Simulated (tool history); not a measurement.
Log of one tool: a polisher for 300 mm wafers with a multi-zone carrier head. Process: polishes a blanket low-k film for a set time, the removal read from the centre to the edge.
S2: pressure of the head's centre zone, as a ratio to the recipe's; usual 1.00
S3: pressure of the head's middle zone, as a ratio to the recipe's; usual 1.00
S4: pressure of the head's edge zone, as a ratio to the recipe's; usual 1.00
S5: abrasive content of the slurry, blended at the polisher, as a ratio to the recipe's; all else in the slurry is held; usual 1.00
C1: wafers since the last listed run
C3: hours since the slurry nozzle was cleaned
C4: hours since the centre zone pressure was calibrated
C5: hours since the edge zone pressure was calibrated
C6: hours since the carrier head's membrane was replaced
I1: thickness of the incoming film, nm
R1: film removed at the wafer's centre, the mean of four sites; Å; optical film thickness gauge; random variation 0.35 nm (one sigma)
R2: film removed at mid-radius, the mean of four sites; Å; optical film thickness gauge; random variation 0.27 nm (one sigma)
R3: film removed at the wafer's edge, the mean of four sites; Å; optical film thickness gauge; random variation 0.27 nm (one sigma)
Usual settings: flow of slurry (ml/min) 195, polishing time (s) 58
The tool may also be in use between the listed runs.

run 1 hour=0.0 | flow_of_slurry_(ml/min)=195 S2=1.00 S3=1.00 S4=1.00 S5=1.00 polishing_time_(s)=58 | C1=0 wafers_polished_on_this_pad=151 C3=508.2 C4=70.6 C5=57.4 C6=749.2 | I1=344.7 | R1=306 R2=296 R3=299
run 2 hour=13.9 | flow_of_slurry_(ml/min)=195 S2=1.00 S3=1.00 S4=1.00 S5=1.00 polishing_time_(s)=58 | C1=114 wafers_polished_on_this_pad=265 C3=522.1 C4=84.5 C5=71.3 C6=763.1 | I1=348.3 | R1=298 R2=295 R3=301
run 3 hour=43.2 | flow_of_slurry_(ml/min)=195 S2=1.00 S3=1.00 S4=1.00 S5=1.00 polishing_time_(s)=58 | C1=241 wafers_polished_on_this_pad=506 C3=551.4 C4=113.8 C5=100.6 C6=792.4 | I1=348.1 | R1=292 R2=286 R3=291
run 4 hour=70.5 | flow_of_slurry_(ml/min)=195 S2=1.00 S3=1.00 S4=1.00 S5=1.00 polishing_time_(s)=58 | C1=224 wafers_polished_on_this_pad=731 C3=578.7 C4=141.1 C5=127.9 C6=819.7 | I1=348.8 | R1=283 R2=285 R3=292
-- hour=80.0 carrier head's membrane replaced by a new one
run 5 hour=91.9 | flow_of_slurry_(ml/min)=195 S2=1.00 S3=1.00 S4=1.00 S5=1.00 polishing_time_(s)=58 | C1=135 wafers_polished_on_this_pad=866 C3=600.1 C4=162.5 C5=149.3 C6=11.9 | I1=343.1 | R1=282 R2=280 R3=284
run 6 hour=119.5 | flow_of_slurry_(ml/min)=170 S2=1.03 S3=1.00 S4=1.00 S5=0.70 polishing_time_(s)=40 | C1=227 wafers_polished_on_this_pad=1093 C3=627.7 C4=190.1 C5=176.9 C6=39.5 | I1=355.6 | R1=157 R2=148 R3=151
run 7 hour=142.7 | flow_of_slurry_(ml/min)=195 S2=0.92 S3=1.00 S4=1.00 S5=1.00 polishing_time_(s)=58 | C1=190 wafers_polished_on_this_pad=1284 C3=650.9 C4=213.3 C5=200.1 C6=62.7 | I1=345.0 | R1=260 R2=278 R3=282
run 8 hour=159.2 | flow_of_slurry_(ml/min)=195 S2=1.00 S3=1.09 S4=1.03 S5=1.00 polishing_time_(s)=46 | C1=135 wafers_polished_on_this_pad=1420 C3=667.4 C4=229.8 C5=216.6 C6=79.2 | I1=345.5 | R1=219 R2=241 R3=223
run 9 hour=191.6 | flow_of_slurry_(ml/min)=195 S2=1.00 S3=0.95 S4=1.00 S5=0.90 polishing_time_(s)=74 | C1=266 wafers_polished_on_this_pad=1687 C3=699.8 C4=262.2 C5=249.0 C6=111.6 | I1=357.8 | R1=334 R2=317 R3=335
-- hour=207.8 worn pad replaced by a new one
-- hour=224.1 slurry nozzle cleaned
run 10 hour=224.9 | flow_of_slurry_(ml/min)=195 S2=1.00 S3=1.00 S4=1.00 S5=1.00 polishing_time_(s)=58 | C1=232 wafers_polished_on_this_pad=132 C3=0.8 C4=295.5 C5=282.3 C6=144.9 | I1=344.7 | R1=301 R2=297 R3=298
run 11 hour=257.9 | flow_of_slurry_(ml/min)=195 S2=1.00 S3=1.00 S4=1.00 S5=1.00 polishing_time_(s)=58 | C1=271 wafers_polished_on_this_pad=403 C3=33.8 C4=328.5 C5=315.3 C6=177.9 | I1=355.3 | R1=288 R2=285 R3=296
run 12 hour=356.5 | flow_of_slurry_(ml/min)=195 S2=1.06 S3=1.00 S4=0.88 S5=0.80 polishing_time_(s)=40 | C1=811 wafers_polished_on_this_pad=1215 C3=132.4 C4=427.1 C5=413.9 C6=276.5 | I1=345.5 | R1=182 R2=166 R3=165
-- hour=393.8 worn pad replaced by a new one
run 13 hour=394.3 | flow_of_slurry_(ml/min)=195 S2=1.00 S3=1.00 S4=1.00 S5=1.00 polishing_time_(s)=58 | C1=278 wafers_polished_on_this_pad=4 C3=170.2 C4=464.9 C5=451.7 C6=314.3 | I1=354.3 | R1=299 R2=299 R3=306
run 14 hour=412.9 | flow_of_slurry_(ml/min)=195 S2=1.00 S3=1.00 S4=1.00 S5=1.00 polishing_time_(s)=58 | C1=153 wafers_polished_on_this_pad=157 C3=188.8 C4=483.5 C5=470.3 C6=332.9 | I1=348.3 | R1=296 R2=290 R3=302
run 15 hour=440.0 | flow_of_slurry_(ml/min)=195 S2=1.00 S3=1.00 S4=1.00 S5=1.00 polishing_time_(s)=58 | C1=223 wafers_polished_on_this_pad=380 C3=215.9 C4=510.6 C5=497.4 C6=360.0 | I1=349.0 | R1=289 R2=288 R3=296
run 16 hour=458.8 | flow_of_slurry_(ml/min)=140 S2=1.00 S3=1.00 S4=1.10 S5=1.25 polishing_time_(s)=45 | C1=154 wafers_polished_on_this_pad=535 C3=234.7 C4=529.4 C5=516.2 C6=378.8 | I1=351.5 | R1=231 R2=227 R3=248
run 17 hour=479.7 | flow_of_slurry_(ml/min)=195 S2=1.00 S3=0.95 S4=1.00 S5=0.90 polishing_time_(s)=46 | C1=172 wafers_polished_on_this_pad=707 C3=255.6 C4=550.3 C5=537.1 C6=399.7 | I1=350.5 | R1=214 R2=198 R3=215
run 18 hour=513.5 | flow_of_slurry_(ml/min)=195 S2=1.00 S3=1.00 S4=1.00 S5=1.00 polishing_time_(s)=74 | C1=278 wafers_polished_on_this_pad=985 C3=289.4 C4=584.1 C5=570.9 C6=433.5 | I1=351.2 | R1=349 R2=352 R3=360
run 19 hour=549.1 | flow_of_slurry_(ml/min)=195 S2=1.00 S3=1.00 S4=1.08 S5=1.00 polishing_time_(s)=42 | C1=293 wafers_polished_on_this_pad=1278 C3=325.0 C4=619.7 C5=606.5 C6=469.1 | I1=351.3 | R1=199 R2=198 R3=207
run 20 hour=583.1 | flow_of_slurry_(ml/min)=195 S2=1.00 S3=1.09 S4=1.03 S5=1.00 polishing_time_(s)=46 | C1=279 wafers_polished_on_this_pad=1558 C3=359.0 C4=653.7 C5=640.5 C6=503.1 | I1=349.3 | R1=217 R2=233 R3=219
-- hour=606.6 worn pad replaced by a new one
run 21 hour=610.0 | flow_of_slurry_(ml/min)=195 S2=1.05 S3=1.00 S4=1.00 S5=1.00 polishing_time_(s)=39 | C1=188 wafers_polished_on_this_pad=28 C3=385.9 C4=680.6 C5=667.4 C6=530.0 | I1=353.8 | R1=216 R2=200 R3=207
run 22 hour=622.9 | flow_of_slurry_(ml/min)=195 S2=1.00 S3=0.91 S4=0.89 S5=1.00 polishing_time_(s)=66 | C1=106 wafers_polished_on_this_pad=134 C3=398.8 C4=693.5 C5=680.3 C6=542.9 | I1=351.7 | R1=347 R2=304 R3=335

What the log doesn't show, run by run:
slurry flow missing at the pad, %: 0 in every run
deviation of the centre zone's pressure from its setpoint, %: 0 in every run
deviation of the edge zone's pressure from its setpoint, %: 0 in every run
H1: removal rate lost through wear of the pad, %
run=1 H1=2.3
run=2 H1=3.62
run=3 H1=5.7
run=4 H1=7.01
run=5 H1=7.75
run=6 H1=8.43
run=7 H1=8.83
run=8 H1=9.05
run=9 H1=9.36
run=10 H1=2.26
run=11 H1=5.08
run=12 H1=8.73
run=13 H1=1.57
run=14 H1=3.76
run=15 H1=6.1
run=16 H1=7.28
run=17 H1=8.28
run=18 H1=9.39
run=19 H1=10.1
run=20 H1=10.6
run=21 H1=1.02
run=22 H1=2.53
